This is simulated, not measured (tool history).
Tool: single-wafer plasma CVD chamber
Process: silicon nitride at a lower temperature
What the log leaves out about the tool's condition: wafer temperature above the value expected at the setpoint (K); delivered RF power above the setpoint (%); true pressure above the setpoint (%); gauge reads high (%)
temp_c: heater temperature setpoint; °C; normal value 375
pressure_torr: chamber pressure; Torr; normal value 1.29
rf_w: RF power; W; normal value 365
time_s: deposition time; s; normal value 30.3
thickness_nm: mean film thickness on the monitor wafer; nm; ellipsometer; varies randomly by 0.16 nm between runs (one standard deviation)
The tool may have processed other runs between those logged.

run,hour,temp_c,pressure_torr,rf_w,time_s,wafers since the last listed run,hours since the last thermocouple change,hours since the last RF generator calibration,hours since the last manometer calibration,hours since the showerhead was replaced,hours since the gauge calibration,"read-back reference wafer on the same gauge, thickness_nm",thickness_nm
1,0.0,375,1.45,365,30.3,0,1109.0,1902.3,1128.2,6610.7,792.0,42.724,37.843
2,40.7,375,1.29,365,30.3,752,1149.7,1943.0,1168.9,6651.4,832.7,42.855,36.156
3,76.6,375,1.29,365,30.3,663,1185.6,1978.9,1204.8,6687.3,868.6,42.824,35.967
4,143.0,375,1.36,365,30.3,1228,1252.0,2045.3,1271.2,6753.7,935.0,42.858,36.873
5,205.1,375,1.36,365,30.3,1148,1314.1,2107.4,1333.3,6815.8,997.1,42.757,37.036
6,236.9,375,1.36,365,30.3,588,1345.9,2139.2,1365.1,6847.6,1028.9,42.818,36.738
7,263.9,375,1.29,365,30.3,499,1372.9,2166.2,1392.1,6874.6,1055.9,42.744,36.431
8,313.7,375,1.29,365,30.3,921,1422.7,2216.0,1441.9,6924.4,1105.7,42.782,36.399
9,365.7,375,1.29,365,30.3,961,1474.7,2268.0,1493.9,6976.4,1157.7,42.801,36.547
# hour 390.8: gauge calibrated
10,415.0,380,1.29,365,30.3,911,1524.0,2317.3,1543.2,7025.7,24.2,42.887,36.036
# hour 471.6: capacitance manometer re-zeroed and calibrated
# hour 537.3: RF generator calibrated
11,537.8,375,1.41,305,24.9,1975,1646.8,0.5,66.2,7148.5,147.0,42.797,27.561
12,574.9,362,1.29,325,33.3,686,1683.9,37.6,103.3,7185.6,184.1,42.800,37.761
# hour 622.6: thermocouple changed; heater temperature recalibrated
13,645.4,375,1.53,390,28.1,1155,22.8,108.1,173.8,7256.1,254.6,42.818,38.047
# hour 660.4: showerhead replaced
14,702.7,375,1.29,365,30.3,911,80.1,165.4,231.1,42.3,311.9,42.872,36.629
15,853.2,375,1.29,365,30.3,2783,230.6,315.9,381.6,192.8,462.4,42.828,36.462
16,885.0,375,1.29,335,30.3,588,262.4,347.7,413.4,224.6,494.2,42.788,34.746
17,939.2,384,1.29,410,34.4,1002,316.6,401.9,467.6,278.8,548.4,42.864,44.809
18,967.7,375,1.29,310,30.3,527,345.1,430.4,496.1,307.3,576.9,42.752,32.640
19,1018.4,386,1.58,300,25.0,937,395.8,481.1,546.8,358.0,627.6,42.831,27.868
20,1089.3,375,1.45,365,30.3,1311,466.7,552.0,617.7,428.9,698.5,42.684,38.099

3 options for the next run, each taken on its own from the tool as it stands now. Forecast them:
A,1089.7,364,1.29,365,30.3,7,467.1,552.4,618.1,429.3,698.9,?,?
B,1089.7,368,1.05,295,28.2,7,467.1,552.4,618.1,429.3,698.9,?,?
C,1089.7,375,1.29,390,25.0,7,467.1,552.4,618.1,429.3,698.9,?,?

run,"read-back reference wafer on the same gauge, thickness_nm",thickness_nm
A,42.863,36.987
B,42.863,27.413
C,42.863,31.793
With the hidden condition removed and each run's random variation left untouched, the same runs would have given:
run,thickness_nm
A,37.382
B,27.724
C,32.132
